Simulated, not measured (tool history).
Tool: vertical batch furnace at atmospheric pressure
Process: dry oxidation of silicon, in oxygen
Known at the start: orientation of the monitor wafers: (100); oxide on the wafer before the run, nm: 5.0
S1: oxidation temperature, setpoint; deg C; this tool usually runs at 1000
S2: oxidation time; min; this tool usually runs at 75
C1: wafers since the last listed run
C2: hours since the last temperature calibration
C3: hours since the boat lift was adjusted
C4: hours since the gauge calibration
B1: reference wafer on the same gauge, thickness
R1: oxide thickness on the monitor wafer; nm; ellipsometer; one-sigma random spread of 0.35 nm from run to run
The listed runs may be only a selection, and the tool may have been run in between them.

{"run": 1, "day": 0.0, "S1": 1000, "S2": 75, "C1": 0, "C2": 2983.3, "C3": 4008, "C4": 381.3, "B1": 58.08, "R1": 60.64}
{"run": 2, "day": 1.342, "S1": 1000, "S2": 75, "C1": 530, "C2": 3015.5, "C3": 4040.2, "C4": 413.5, "B1": 58.06, "R1": 60.91}
{"run": 3, "day": 3.971, "S1": 1000, "S2": 75, "C1": 1039, "C2": 3078.6, "C3": 4103.3, "C4": 476.6, "B1": 58.14, "R1": 59.93}
{"run": 4, "day": 5.562, "S1": 981, "S2": 75, "C1": 629, "C2": 3116.8, "C3": 4141.5, "C4": 514.8, "B1": 58.23, "R1": 50.79}
{"run": 5, "day": 6.779, "S1": 981, "S2": 75, "C1": 481, "C2": 3146, "C3": 4170.7, "C4": 544, "B1": 58.18, "R1": 49.93}
{"run": 6, "day": 9.529, "S1": 1000, "S2": 75, "C1": 1087, "C2": 3212, "C3": 4236.7, "C4": 610, "B1": 58.35, "R1": 60.54}
{"run": 7, "day": 11.042, "S1": 1000, "S2": 75, "C1": 598, "C2": 3248.3, "C3": 4273, "C4": 646.3, "B1": 58.17, "R1": 60.45}
{"day": 12.325, "done": "gauge calibrated"}
{"day": 13.258, "done": "thermocouples replaced and temperature profile calibrated"}
{"run": 8, "day": 13.279, "S1": 1000, "S2": 75, "C1": 489, "C2": 0.5, "C3": 4326.7, "C4": 22.9, "B1": 58.26, "R1": 60.56}
{"run": 9, "day": 13.9, "S1": 1000, "S2": 75, "C1": 245, "C2": 15.4, "C3": 4341.6, "C4": 37.8, "B1": 58.11, "R1": 60.29}
{"run": 10, "day": 16.142, "S1": 980, "S2": 61, "C1": 886, "C2": 69.2, "C3": 4395.4, "C4": 91.6, "B1": 58.16, "R1": 43.95}
{"run": 11, "day": 18.825, "S1": 1008, "S2": 75, "C1": 1061, "C2": 133.6, "C3": 4459.8, "C4": 156, "B1": 58.31, "R1": 64.51}
{"run": 12, "day": 20.417, "S1": 1023, "S2": 87, "C1": 629, "C2": 171.8, "C3": 4498, "C4": 194.2, "B1": 58.18, "R1": 82.29}
{"day": 21.438, "done": "boat lift adjusted"}
{"run": 13, "day": 23.308, "S1": 990, "S2": 50.5, "C1": 748, "C2": 241.2, "C3": 44.9, "C4": 263.6, "B1": 58.31, "R1": 42.65}
{"run": 14, "day": 24.446, "S1": 986, "S2": 63.5, "C1": 449, "C2": 268.5, "C3": 72.2, "C4": 290.9, "B1": 58.16, "R1": 47.75}
{"run": 15, "day": 26.046, "S1": 1000, "S2": 75, "C1": 632, "C2": 306.9, "C3": 110.6, "C4": 329.3, "B1": 58.21, "R1": 60.39}

Forecast run 16:
{"run": 16, "day": 27.842, "S1": 1010, "S2": 96.5, "C1": 710, "C2": 350, "C3": 153.7, "C4": 372.4, "B1": "?", "R1": "?"}

{"run 16": {"B1": 58.12, "R1": 78.48}}
With the hidden condition absent and the run-to-run variation left alone, this run would have shown R1 78.48 nm.
